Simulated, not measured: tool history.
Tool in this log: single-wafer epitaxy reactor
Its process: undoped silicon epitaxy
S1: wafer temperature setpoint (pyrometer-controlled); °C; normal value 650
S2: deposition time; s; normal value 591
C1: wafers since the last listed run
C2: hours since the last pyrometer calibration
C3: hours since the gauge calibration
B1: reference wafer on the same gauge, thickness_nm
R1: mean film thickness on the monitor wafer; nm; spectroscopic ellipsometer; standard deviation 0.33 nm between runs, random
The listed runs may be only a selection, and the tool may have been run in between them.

run   hour   S1   S2   C1      C2     C3       B1       R1
  1      0  654  591    0  1584.3  463.9  112.221   93.645
  2     18  650  591   63  1602.3  481.9  112.357   84.717
  3   34.1  650  591   57  1618.4    498  112.284   84.356
  4   45.5  650  591   40  1629.8  509.4  112.258   85.014
  5   57.1  643  591   41  1641.4    521  112.244   70.598
  6   69.7  643  591   44    1654  533.6  112.328   70.626
  7   87.2  650  519   62  1671.5  551.1  112.301   73.823
  8   98.4  650  519   39  1682.7  562.3  112.356   73.763
  9  110.9  650  519   44  1695.2  574.8  112.335   74.158
 10  128.7  656  591   63    1713  592.6  112.235   97.586
 11  146.4  656  591   62  1730.7  610.3  112.393   98.328
 12  153.7  650  591   25    1738  617.6  112.362   84.861
     154.8  -- gauge calibrated
 13  170.5  643  642   59  1754.8   15.7  112.402   77.042
     184.3  -- pyrometer calibrated
 14  184.8  643  642   22     0.5     30  112.277   85.698
 15  198.8  650  663   49    14.5     44  112.292    105.7
 16    209  650  663   36    24.7   54.2  112.351  104.268
 17  217.7  650  591   30    33.4   62.9  112.294   93.587
 18  233.1  650  591   54    48.8   78.3  112.316   93.174
 19  248.1  650  591   53    63.8   93.3  112.298   93.133
 20  263.4  650  674   54    79.1  108.6  112.375  106.187
 21  293.4  657  591  106   109.1  138.6  112.325  109.515
 22  307.6  650  591   50   123.3  152.8  112.249   91.705
 23  315.5  654  693   28   131.2  160.7   112.33  118.602
 24  323.8  650  591   29   139.5    169  112.316   91.379
 25  337.5  654  591   48   153.2  182.7  112.325  100.465
 26    353  659  509   55   168.7  198.2  112.384   98.379
 27  366.5  657  556   47   182.2  211.7  112.213  101.299
 28  376.3  661  591   34     192  221.5  112.184   118.55
 29  390.7  650  591   51   206.4  235.9  112.373   90.387
 30  399.5  650  591   31   215.2  244.7  112.341   90.014
 31  417.4  643  591   63   233.1  262.6  112.291   75.639
 32  434.4  650  591   60   250.1  279.6  112.361   90.272
 33  446.6  660  681   43   262.3  291.8  112.322  132.394
 34  452.8  663  591   22   268.5    298  112.215   122.12
 35  468.8  641  503   56   284.5    314  112.292   60.294
 36  475.3  650  591   23     291  320.5  112.278   89.385
 37  484.3  660  504   31     300  329.5  112.324   97.727
 38  492.5  655  591   29   308.2  337.7  112.404  100.864

Branching from run 38: 3 alternative next runs. What would each branch give?
  A  493.1  650  591   2  308.8  338.3   ?   ?
  B  493.1  658  547   2  308.8  338.3   ?   ?
  C  493.1  650  690   2  308.8  338.3   ?   ?

run       B1       R1
  A  112.313    89.43
  B  112.313  100.929
  C  112.313   104.41
Stripped of hidden state, with their random variation kept, the same runs would have yielded:
run       R1
  A   96.935
  B  109.227
  C  113.172
